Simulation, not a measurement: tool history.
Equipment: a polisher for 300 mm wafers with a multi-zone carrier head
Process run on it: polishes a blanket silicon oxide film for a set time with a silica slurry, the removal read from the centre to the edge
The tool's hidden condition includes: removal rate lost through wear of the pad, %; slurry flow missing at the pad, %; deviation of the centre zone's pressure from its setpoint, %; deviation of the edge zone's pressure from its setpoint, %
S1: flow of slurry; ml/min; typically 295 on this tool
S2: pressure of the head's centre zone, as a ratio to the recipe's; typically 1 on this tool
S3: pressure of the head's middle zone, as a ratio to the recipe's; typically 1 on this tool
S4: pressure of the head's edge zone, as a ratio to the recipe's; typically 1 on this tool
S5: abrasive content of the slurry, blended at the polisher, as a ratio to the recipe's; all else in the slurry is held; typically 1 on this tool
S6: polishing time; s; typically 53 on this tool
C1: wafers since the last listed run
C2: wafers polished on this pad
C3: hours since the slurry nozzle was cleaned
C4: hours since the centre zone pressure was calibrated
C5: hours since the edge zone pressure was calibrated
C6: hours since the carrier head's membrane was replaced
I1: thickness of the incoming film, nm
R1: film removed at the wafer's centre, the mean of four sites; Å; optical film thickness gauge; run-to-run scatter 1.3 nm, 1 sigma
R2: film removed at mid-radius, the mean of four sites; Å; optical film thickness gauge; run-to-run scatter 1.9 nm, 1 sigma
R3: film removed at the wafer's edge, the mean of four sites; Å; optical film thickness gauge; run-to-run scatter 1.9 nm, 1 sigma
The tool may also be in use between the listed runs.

run 1 hour=0 | S1=385 S2=1.09 S3=1 S4=1 S5=1 S6=53 | C1=0 C2=1963 C3=32.8 C4=952.5 C5=197 C6=715.3 | I1=1727.2 | R1=1387 R2=1275 R3=1306
run 2 hour=13.4 | S1=215 S2=1 S3=1 S4=1 S5=1 S6=53 | C1=182 C2=2146 C3=46.2 C4=965.9 C5=210.4 C6=728.7 | I1=1719.5 | R1=1181 R2=1183 R3=1208
-- hour=32.8 worn pad replaced by a new one
run 3 hour=33.3 | S1=295 S2=1 S3=1 S4=1 S5=1.25 S6=53 | C1=216 C2=6 C3=66.1 C4=985.8 C5=230.3 C6=748.6 | I1=1722 | R1=1331 R2=1386 R3=1392
run 4 hour=62.3 | S1=295 S2=1 S3=1.07 S4=1 S5=1 S6=53 | C1=394 C2=401 C3=95.1 C4=1014.8 C5=259.3 C6=777.6 | I1=1685.2 | R1=1215 R2=1289 R3=1274
run 5 hour=87.8 | S1=295 S2=1 S3=1 S4=1 S5=0.9 S6=53 | C1=347 C2=748 C3=120.6 C4=1040.3 C5=284.8 C6=803.1 | I1=1759.6 | R1=1170 R2=1176 R3=1221
-- hour=98.8 slurry nozzle cleaned, repeated, since the last time left the tool worse
run 6 hour=115.1 | S1=295 S2=0.9 S3=0.94 S4=1.08 S5=1 S6=53 | C1=357 C2=1106 C3=16.3 C4=1067.6 C5=312.1 C6=830.4 | I1=1746 | R1=1163 R2=1198 R3=1330
run 7 hour=146.7 | S1=295 S2=1 S3=1.07 S4=1 S5=1 S6=53 | C1=430 C2=1536 C3=47.9 C4=1099.2 C5=343.7 C6=862 | I1=1742 | R1=1275 R2=1368 R3=1334
-- hour=152.7 carrier head's membrane replaced by a new one
run 8 hour=166.8 | S1=255 S2=1 S3=1 S4=1 S5=1.25 S6=39 | C1=205 C2=1741 C3=68 C4=1119.3 C5=363.8 C6=14.1 | I1=1731.5 | R1=1025 R2=1026 R3=1062
run 9 hour=185.5 | S1=295 S2=1 S3=1 S4=1 S5=1 S6=63 | C1=254 C2=1996 C3=86.7 C4=1138 C5=382.5 C6=32.8 | I1=1730.2 | R1=1535 R2=1569 R3=1557
-- hour=211.9 centre zone pressure recalibrated
run 10 hour=217.4 | S1=295 S2=1.08 S3=1 S4=1 S5=1 S6=53 | C1=406 C2=2403 C3=118.6 C4=5.5 C5=414.4 C6=64.7 | I1=1701.4 | R1=1360 R2=1307 R3=1316
run 11 hour=239 | S1=295 S2=1 S3=1 S4=1 S5=1 S6=53 | C1=293 C2=2697 C3=140.2 C4=27.1 C5=436 C6=86.3 | I1=1737.5 | R1=1276 R2=1305 R3=1306
-- hour=268 worn pad replaced by a new one
run 12 hour=268.5 | S1=255 S2=1 S3=1.06 S4=1 S5=1 S6=53 | C1=347 C2=6 C3=169.7 C4=56.6 C5=465.5 C6=115.8 | I1=1746.5 | R1=1252 R2=1337 R3=1314
-- hour=282.9 edge zone pressure recalibrated
run 13 hour=294.3 | S1=375 S2=1 S3=1 S4=0.94 S5=0.7 S6=70 | C1=323 C2=330 C3=195.5 C4=82.4 C5=11.4 C6=141.6 | I1=1722.9 | R1=1511 R2=1526 R3=1500

Estimate the outcome of run 14 from the log above:
run 14 hour=320.8 | S1=325 S2=1 S3=1.1 S4=1 S5=1.2 S6=53 | C1=360 C2=690 C3=222 C4=108.9 C5=37.9 C6=168.1 | I1=1706.7 | R1=? R2=? R3=?

R1: 1367 Å
R2: 1493 Å
R3: 1387 Å
Take away the tool's hidden state, keep the run-to-run variation as it was, and the same run would have given R1 1385 Å, R2 1511 Å, R3 1400 Å.
